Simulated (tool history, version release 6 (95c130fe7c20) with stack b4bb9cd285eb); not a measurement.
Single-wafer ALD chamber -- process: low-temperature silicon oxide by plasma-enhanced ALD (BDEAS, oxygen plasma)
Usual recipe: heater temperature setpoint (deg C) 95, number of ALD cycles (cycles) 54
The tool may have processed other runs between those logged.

run	hour	heater temperature setpoint (deg C)	number of ALD cycles (cycles)	read-back reference wafer on the same gauge, thickness_nm	mean film thickness on the monitor wafer (Å)
1	0.0	95	54	9.495	78.10
# hour 1.4: thermocouple changed; heater temperature recalibrated
2	102.4	95	54	9.499	79.48
3	179.1	95	54	9.492	79.63
4	220.9	85	54	9.504	82.25
5	429.3	95	54	9.498	79.58
6	521.3	95	54	9.506	79.58
7	568.6	95	54	9.497	78.56
8	665.8	95	54	9.506	78.49
9	755.2	95	54	9.500	78.82
10	844.1	95	54	9.508	78.74
11	922.7	95	61	9.493	88.67
12	959.8	95	61	9.499	89.48
13	1030.0	95	57	9.507	82.86
14	1097.0	95	57	9.512	82.32
# hour 1114.1: gauge calibrated
# hour 1161.1: thermocouple changed; heater temperature recalibrated
15	1167.7	95	57	9.499	84.65
16	1208.0	101	56	9.518	81.63
17	1263.3	101	56	9.505	81.39
18	1320.1	102	61	9.497	88.41
19	1411.4	85	61	9.498	93.27
20	1458.3	80	62	9.507	95.55
21	1529.9	89	44	9.502	65.94
22	1609.3	101	50	9.499	72.26
23	1673.4	100	54	9.502	77.52
24	1712.2	95	54	9.503	79.11
25	1783.8	109	43	9.509	61.35
26	1824.9	107	45	9.505	64.23
27	1980.4	91	46	9.489	67.77
28	2024.5	85	54	9.481	81.28
29	2103.9	95	54	9.502	78.04
30	2177.7	95	46	9.511	66.85
31	2247.8	85	54	9.483	80.56

Run 32, settings as shown, results not yet in. Your forecast:
# hour 2310.3: thermocouple changed; heater temperature recalibrated
32	2513.6	86	50	?	?

Logged for run 32: read-back reference wafer on the same gauge, thickness_nm 9.496, mean film thickness on the monitor wafer (Å) 75.35.
Minus the tool's unlogged condition, the same run would have read mean film thickness on the monitor wafer (Å) 75.78.

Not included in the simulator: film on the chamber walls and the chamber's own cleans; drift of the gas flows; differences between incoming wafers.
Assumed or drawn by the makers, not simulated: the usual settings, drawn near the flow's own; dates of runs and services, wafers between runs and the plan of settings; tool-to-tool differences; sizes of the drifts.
